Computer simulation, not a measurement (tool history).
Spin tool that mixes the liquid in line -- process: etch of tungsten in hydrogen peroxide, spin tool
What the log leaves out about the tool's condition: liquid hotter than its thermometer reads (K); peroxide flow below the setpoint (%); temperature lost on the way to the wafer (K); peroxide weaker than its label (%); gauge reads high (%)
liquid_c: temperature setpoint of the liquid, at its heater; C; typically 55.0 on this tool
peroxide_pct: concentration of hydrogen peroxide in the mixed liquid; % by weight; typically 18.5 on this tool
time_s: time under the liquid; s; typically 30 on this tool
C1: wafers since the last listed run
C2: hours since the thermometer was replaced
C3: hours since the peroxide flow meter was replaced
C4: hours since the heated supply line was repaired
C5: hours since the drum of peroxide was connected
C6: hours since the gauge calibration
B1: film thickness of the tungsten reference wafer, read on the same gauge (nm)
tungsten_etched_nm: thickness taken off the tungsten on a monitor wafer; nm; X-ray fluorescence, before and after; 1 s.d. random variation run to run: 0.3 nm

run 1 hour=0.0 | liquid_c=55.0 peroxide_pct=18.5 time_s=30 | C1=0 C2=2089.5 C3=907.4 C4=2420.8 C5=13.7 C6=238.7 | B1=139.99 | tungsten_etched_nm=82.34
-- hour=1.9 heated supply line repaired
-- hour=12.1 thermometer replaced
run 2 hour=13.6 | liquid_c=55.0 peroxide_pct=18.5 time_s=30 | C1=149 C2=1.5 C3=921.0 C4=11.7 C5=27.3 C6=252.3 | B1=139.97 | tungsten_etched_nm=72.59
run 3 hour=29.4 | liquid_c=55.0 peroxide_pct=18.5 time_s=30 | C1=203 C2=17.3 C3=936.8 C4=27.5 C5=43.1 C6=268.1 | B1=139.96 | tungsten_etched_nm=72.66
run 4 hour=37.8 | liquid_c=55.0 peroxide_pct=18.5 time_s=30 | C1=108 C2=25.7 C3=945.2 C4=35.9 C5=51.5 C6=276.5 | B1=139.97 | tungsten_etched_nm=73.27
run 5 hour=48.3 | liquid_c=55.0 peroxide_pct=18.5 time_s=30 | C1=135 C2=36.2 C3=955.7 C4=46.4 C5=62.0 C6=287.0 | B1=139.98 | tungsten_etched_nm=73.24
run 6 hour=54.7 | liquid_c=55.0 peroxide_pct=21.5 time_s=30 | C1=82 C2=42.6 C3=962.1 C4=52.8 C5=68.4 C6=293.4 | B1=140.02 | tungsten_etched_nm=78.37
run 7 hour=67.1 | liquid_c=45.5 peroxide_pct=14.0 time_s=15 | C1=159 C2=55.0 C3=974.5 C4=65.2 C5=80.8 C6=305.8 | B1=139.97 | tungsten_etched_nm=17.82
run 8 hour=84.2 | liquid_c=55.0 peroxide_pct=18.5 time_s=30 | C1=220 C2=72.1 C3=991.6 C4=82.3 C5=97.9 C6=322.9 | B1=139.97 | tungsten_etched_nm=73.39
run 9 hour=100.5 | liquid_c=55.0 peroxide_pct=18.5 time_s=30 | C1=209 C2=88.4 C3=1007.9 C4=98.6 C5=114.2 C6=339.2 | B1=140.01 | tungsten_etched_nm=73.06
run 10 hour=114.6 | liquid_c=55.0 peroxide_pct=18.5 time_s=30 | C1=181 C2=102.5 C3=1022.0 C4=112.7 C5=128.3 C6=353.3 | B1=139.97 | tungsten_etched_nm=72.79
run 11 hour=130.1 | liquid_c=49.0 peroxide_pct=16.5 time_s=15 | C1=199 C2=118.0 C3=1037.5 C4=128.2 C5=143.8 C6=368.8 | B1=139.98 | tungsten_etched_nm=24.09
-- hour=134.1 gauge calibrated
run 12 hour=142.8 | liquid_c=55.0 peroxide_pct=18.5 time_s=30 | C1=163 C2=130.7 C3=1050.2 C4=140.9 C5=156.5 C6=8.7 | B1=140.00 | tungsten_etched_nm=73.36
run 13 hour=153.1 | liquid_c=47.0 peroxide_pct=21.0 time_s=30 | C1=132 C2=141.0 C3=1060.5 C4=151.2 C5=166.8 C6=19.0 | B1=140.03 | tungsten_etched_nm=48.03
run 14 hour=159.6 | liquid_c=51.5 peroxide_pct=21.0 time_s=15 | C1=83 C2=147.5 C3=1067.0 C4=157.7 C5=173.3 C6=25.5 | B1=140.01 | tungsten_etched_nm=31.77
run 15 hour=166.8 | liquid_c=55.0 peroxide_pct=18.5 time_s=30 | C1=92 C2=154.7 C3=1074.2 C4=164.9 C5=180.5 C6=32.7 | B1=140.03 | tungsten_etched_nm=73.35
run 16 hour=175.5 | liquid_c=59.0 peroxide_pct=18.5 time_s=15 | C1=112 C2=163.4 C3=1082.9 C4=173.6 C5=189.2 C6=41.4 | B1=140.02 | tungsten_etched_nm=46.45
run 17 hour=210.1 | liquid_c=57.5 peroxide_pct=18.5 time_s=40 | C1=445 C2=198.0 C3=1117.5 C4=208.2 C5=223.8 C6=76.0 | B1=139.99 | tungsten_etched_nm=113.50
-- hour=211.2 peroxide flow meter replaced
run 18 hour=227.2 | liquid_c=49.5 peroxide_pct=14.5 time_s=40 | C1=207 C2=215.1 C3=16.0 C4=225.3 C5=240.9 C6=93.1 | B1=139.99 | tungsten_etched_nm=62.67
run 19 hour=243.2 | liquid_c=60.5 peroxide_pct=16.0 time_s=30 | C1=206 C2=231.1 C3=32.0 C4=241.3 C5=256.9 C6=109.1 | B1=140.01 | tungsten_etched_nm=94.68
run 20 hour=250.4 | liquid_c=48.5 peroxide_pct=23.5 time_s=15 | C1=92 C2=238.3 C3=39.2 C4=248.5 C5=264.1 C6=116.3 | B1=139.99 | tungsten_etched_nm=28.17
run 21 hour=264.2 | liquid_c=55.0 peroxide_pct=18.5 time_s=30 | C1=177 C2=252.1 C3=53.0 C4=262.3 C5=277.9 C6=130.1 | B1=140.03 | tungsten_etched_nm=73.42
run 22 hour=272.9 | liquid_c=55.0 peroxide_pct=18.5 time_s=30 | C1=112 C2=260.8 C3=61.7 C4=271.0 C5=286.6 C6=138.8 | B1=139.99 | tungsten_etched_nm=73.83
run 23 hour=287.0 | liquid_c=52.5 peroxide_pct=23.0 time_s=50 | C1=181 C2=274.9 C3=75.8 C4=285.1 C5=300.7 C6=152.9 | B1=140.00 | tungsten_etched_nm=118.66
run 24 hour=302.2 | liquid_c=49.5 peroxide_pct=18.5 time_s=30 | C1=195 C2=290.1 C3=91.0 C4=300.3 C5=315.9 C6=168.1 | B1=140.02 | tungsten_etched_nm=53.17
run 25 hour=314.0 | liquid_c=55.0 peroxide_pct=15.0 time_s=20 | C1=151 C2=301.9 C3=102.8 C4=312.1 C5=327.7 C6=179.9 | B1=140.01 | tungsten_etched_nm=44.37
run 26 hour=328.2 | liquid_c=55.0 peroxide_pct=18.5 time_s=30 | C1=182 C2=316.1 C3=117.0 C4=326.3 C5=341.9 C6=194.1 | B1=140.00 | tungsten_etched_nm=74.30

A few steps of tungsten_etched_nm between consecutive runs. Split each: what settings, incoming material and random variation would produce without the hidden state, and what is left over for the hidden state, along with gauge scatter present in only one of the two compared results (measured, and without hidden state):
Run 1 -> 2: heated supply line repaired, thermometer replaced. tungsten_etched_nm -9.75 nm: hidden state -9.74, all else -0.01.
Run 16 -> 17: liquid_c 59.0 -> 57.5, time_s 15 -> 40. tungsten_etched_nm +67.05 nm: hidden state +1.46, all else +65.59.
Run 19 -> 20: liquid_c 60.5 -> 48.5, peroxide_pct 16.0 -> 23.5, time_s 30 -> 15. tungsten_etched_nm -66.51 nm: hidden state -1.37, all else -65.14.
Run 23 -> 24: liquid_c 52.5 -> 49.5, peroxide_pct 23.0 -> 18.5, time_s 50 -> 30. tungsten_etched_nm -65.49 nm: hidden state -1.55, all else -63.94.
